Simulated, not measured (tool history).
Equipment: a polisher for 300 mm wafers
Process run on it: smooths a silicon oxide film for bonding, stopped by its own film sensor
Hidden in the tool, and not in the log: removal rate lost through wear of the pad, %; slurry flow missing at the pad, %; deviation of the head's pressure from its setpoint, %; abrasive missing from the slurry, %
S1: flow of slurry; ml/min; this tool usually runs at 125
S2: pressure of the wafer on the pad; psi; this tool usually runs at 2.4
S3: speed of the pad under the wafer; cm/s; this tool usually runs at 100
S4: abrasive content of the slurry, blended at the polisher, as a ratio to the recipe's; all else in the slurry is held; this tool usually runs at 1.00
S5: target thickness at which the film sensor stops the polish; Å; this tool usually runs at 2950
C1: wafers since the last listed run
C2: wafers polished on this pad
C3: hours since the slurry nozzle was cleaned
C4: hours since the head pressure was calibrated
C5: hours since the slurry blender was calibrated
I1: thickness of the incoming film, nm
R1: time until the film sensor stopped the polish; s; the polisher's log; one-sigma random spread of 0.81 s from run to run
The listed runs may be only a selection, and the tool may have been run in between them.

{"run": 1, "day": 0.0, "S1": 125, "S2": 2.4, "S3": 100, "S4": 1.0, "S5": 2950, "C1": 0, "C2": 298, "C3": 372.4, "C4": 458.1, "C5": 232.0, "I1": 344.4, "R1": 68.4}
{"run": 2, "day": 0.638, "S1": 125, "S2": 2.4, "S3": 100, "S4": 1.0, "S5": 2950, "C1": 139, "C2": 438, "C3": 387.7, "C4": 473.4, "C5": 247.3, "I1": 350.6, "R1": 78.7}
{"run": 3, "day": 1.196, "S1": 125, "S2": 2.4, "S3": 100, "S4": 1.0, "S5": 2950, "C1": 122, "C2": 560, "C3": 401.1, "C4": 486.8, "C5": 260.7, "I1": 352.7, "R1": 82.6}
{"run": 4, "day": 1.646, "S1": 125, "S2": 2.4, "S3": 100, "S4": 1.1, "S5": 2950, "C1": 98, "C2": 659, "C3": 411.9, "C4": 497.6, "C5": 271.5, "I1": 356.9, "R1": 83.7}
{"day": 2.212, "done": "worn pad replaced by a new one"}
{"run": 5, "day": 2.233, "S1": 125, "S2": 2.4, "S3": 100, "S4": 1.0, "S5": 2950, "C1": 92, "C2": 4, "C3": 426.0, "C4": 511.7, "C5": 285.6, "I1": 353.4, "R1": 84.5}
{"run": 6, "day": 2.704, "S1": 125, "S2": 2.4, "S3": 100, "S4": 1.0, "S5": 2950, "C1": 103, "C2": 107, "C3": 437.3, "C4": 523.0, "C5": 296.9, "I1": 351.2, "R1": 80.3}
{"run": 7, "day": 3.225, "S1": 125, "S2": 2.4, "S3": 100, "S4": 1.0, "S5": 2950, "C1": 114, "C2": 222, "C3": 449.8, "C4": 535.5, "C5": 309.4, "I1": 351.2, "R1": 79.0}
{"day": 3.45, "done": "slurry nozzle cleaned"}
{"run": 8, "day": 3.571, "S1": 125, "S2": 2.4, "S3": 100, "S4": 1.0, "S5": 2950, "C1": 66, "C2": 288, "C3": 2.9, "C4": 543.8, "C5": 317.7, "I1": 356.1, "R1": 90.0}
{"run": 9, "day": 4.104, "S1": 125, "S2": 2.4, "S3": 100, "S4": 1.0, "S5": 2950, "C1": 116, "C2": 405, "C3": 15.7, "C4": 556.6, "C5": 330.5, "I1": 348.6, "R1": 77.6}
{"run": 10, "day": 4.658, "S1": 125, "S2": 2.4, "S3": 100, "S4": 1.0, "S5": 2950, "C1": 121, "C2": 527, "C3": 29.0, "C4": 569.9, "C5": 343.8, "I1": 350.1, "R1": 80.0}
{"run": 11, "day": 5.342, "S1": 125, "S2": 2.4, "S3": 100, "S4": 1.0, "S5": 2950, "C1": 149, "C2": 676, "C3": 45.4, "C4": 586.3, "C5": 360.2, "I1": 351.1, "R1": 80.6}
{"day": 5.604, "done": "worn pad replaced by a new one"}
{"run": 12, "day": 5.8, "S1": 125, "S2": 2.4, "S3": 100, "S4": 1.0, "S5": 2950, "C1": 63, "C2": 43, "C3": 56.4, "C4": 597.3, "C5": 371.2, "I1": 347.9, "R1": 76.7}
{"run": 13, "day": 6.275, "S1": 125, "S2": 2.9, "S3": 110, "S4": 1.0, "S5": 2860, "C1": 104, "C2": 147, "C3": 67.8, "C4": 608.7, "C5": 382.6, "I1": 355.9, "R1": 81.0}
{"day": 6.454, "done": "head pressure recalibrated"}
{"run": 14, "day": 6.767, "S1": 160, "S2": 2.4, "S3": 120, "S4": 1.0, "S5": 2950, "C1": 89, "C2": 236, "C3": 79.6, "C4": 7.5, "C5": 394.4, "I1": 353.1, "R1": 73.5}
{"day": 6.871, "done": "slurry blender recalibrated"}
{"run": 15, "day": 7.192, "S1": 125, "S2": 2.4, "S3": 100, "S4": 0.9, "S5": 2860, "C1": 74, "C2": 311, "C3": 89.8, "C4": 17.7, "C5": 7.7, "I1": 349.0, "R1": 81.6}

What does the tool deliver on the next run?
{"run": 16, "day": 7.8, "S1": 125, "S2": 2.0, "S3": 82, "S4": 0.75, "S5": 3040, "C1": 133, "C2": 444, "C3": 104.4, "C4": 32.3, "C5": 22.3, "I1": 356.2, "R1": "?"}

{"run 16": {"R1": 103.2}}
The same run, on a tool lacking any hidden state, would have yielded R1 98.0 s.
